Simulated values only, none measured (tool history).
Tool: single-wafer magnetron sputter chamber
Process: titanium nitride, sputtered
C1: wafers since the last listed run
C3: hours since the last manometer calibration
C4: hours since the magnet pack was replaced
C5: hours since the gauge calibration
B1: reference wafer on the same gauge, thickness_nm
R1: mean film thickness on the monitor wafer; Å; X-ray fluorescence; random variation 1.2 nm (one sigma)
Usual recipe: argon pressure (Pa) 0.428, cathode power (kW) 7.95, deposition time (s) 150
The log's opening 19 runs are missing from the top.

run 20 hour=1605.2 | argon_pressure_(Pa)=0.428 cathode_power_(kW)=7.5 deposition_time_(s)=150 | C1=320 wafers_on_the_sputter_target=4923 C3=556.4 C4=813.5 C5=214.8 | B1=281.127 | R1=2256.94
run 21 hour=1675.4 | argon_pressure_(Pa)=0.59 cathode_power_(kW)=9.75 deposition_time_(s)=131 | C1=519 wafers_on_the_sputter_target=5443 C3=626.6 C4=883.7 C5=285 | B1=281.241 | R1=2423.69
run 22 hour=1749.4 | argon_pressure_(Pa)=0.483 cathode_power_(kW)=6.95 deposition_time_(s)=127 | C1=548 wafers_on_the_sputter_target=5991 C3=700.6 C4=957.7 C5=359 | B1=281.382 | R1=1735.31
run 23 hour=1786.8 | argon_pressure_(Pa)=0.313 cathode_power_(kW)=8.5 deposition_time_(s)=133 | C1=277 wafers_on_the_sputter_target=6269 C3=738 C4=995.1 C5=396.4 | B1=281.039 | R1=2361.88
run 24 hour=1867.4 | argon_pressure_(Pa)=0.334 cathode_power_(kW)=6.05 deposition_time_(s)=171 | C1=596 wafers_on_the_sputter_target=6865 C3=818.6 C4=1075.7 C5=477 | B1=281.024 | R1=2125.3
run 25 hour=1935.9 | argon_pressure_(Pa)=0.428 cathode_power_(kW)=7.95 deposition_time_(s)=133 | C1=507 wafers_on_the_sputter_target=7373 C3=887.1 C4=1144.2 C5=545.5 | B1=280.995 | R1=2109.95
run 26 hour=2011.4 | argon_pressure_(Pa)=0.428 cathode_power_(kW)=7.95 deposition_time_(s)=150 | C1=559 wafers_on_the_sputter_target=7932 C3=962.6 C4=1219.7 C5=621 | B1=281.239 | R1=2375.55
run 27 hour=2090.9 | argon_pressure_(Pa)=0.428 cathode_power_(kW)=9.85 deposition_time_(s)=150 | C1=588 wafers_on_the_sputter_target=8521 C3=1042.1 C4=1299.2 C5=700.5 | B1=280.876 | R1=2964.09
-- hour=2109.3 sputter target and shields replaced
run 28 hour=2197.8 | argon_pressure_(Pa)=0.428 cathode_power_(kW)=7.95 deposition_time_(s)=150 | C1=732 wafers_on_the_sputter_target=655 C3=1149 C4=1406.1 C5=807.4 | B1=280.887 | R1=2507.6
run 29 hour=2289.5 | argon_pressure_(Pa)=0.428 cathode_power_(kW)=7.95 deposition_time_(s)=150 | C1=679 wafers_on_the_sputter_target=1334 C3=1240.7 C4=1497.8 C5=899.1 | B1=280.89 | R1=2470.63
run 30 hour=2364.3 | argon_pressure_(Pa)=0.562 cathode_power_(kW)=7.2 deposition_time_(s)=172 | C1=554 wafers_on_the_sputter_target=1888 C3=1315.5 C4=1572.6 C5=973.9 | B1=280.926 | R1=2448.67

Each row is a separate what-if for the run after 30, all from the same tool condition, not one after another. Results?
run A hour=2364.7 | argon_pressure_(Pa)=0.428 cathode_power_(kW)=7.95 deposition_time_(s)=150 | C1=2 wafers_on_the_sputter_target=1891 C3=1315.9 C4=1573 C5=974.3 | B1=? | R1=?
run B hour=2364.7 | argon_pressure_(Pa)=0.485 cathode_power_(kW)=7.95 deposition_time_(s)=150 | C1=2 wafers_on_the_sputter_target=1891 C3=1315.9 C4=1573 C5=974.3 | B1=? | R1=?
run C hour=2364.7 | argon_pressure_(Pa)=0.325 cathode_power_(kW)=6.25 deposition_time_(s)=127 | C1=2 wafers_on_the_sputter_target=1891 C3=1315.9 C4=1573 C5=974.3 | B1=? | R1=?
run D hour=2364.7 | argon_pressure_(Pa)=0.428 cathode_power_(kW)=7.95 deposition_time_(s)=127 | C1=2 wafers_on_the_sputter_target=1891 C3=1315.9 C4=1573 C5=974.3 | B1=? | R1=?
run E hour=2364.7 | argon_pressure_(Pa)=0.428 cathode_power_(kW)=6.2 deposition_time_(s)=150 | C1=2 wafers_on_the_sputter_target=1891 C3=1315.9 C4=1573 C5=974.3 | B1=? | R1=?

run=A B1=280.883 R1=2440.54
run=B B1=280.883 R1=2397.06
run=C B1=280.883 R1=1678.63
run=D B1=280.883 R1=2066.33
run=E B1=280.883 R1=1903.32
Had the tool no hidden state, the same runs would have come out as:
run=A R1=2537.64
run=B R1=2492.42
run=C R1=1745.41
run=D R1=2148.53
run=E R1=1979.04

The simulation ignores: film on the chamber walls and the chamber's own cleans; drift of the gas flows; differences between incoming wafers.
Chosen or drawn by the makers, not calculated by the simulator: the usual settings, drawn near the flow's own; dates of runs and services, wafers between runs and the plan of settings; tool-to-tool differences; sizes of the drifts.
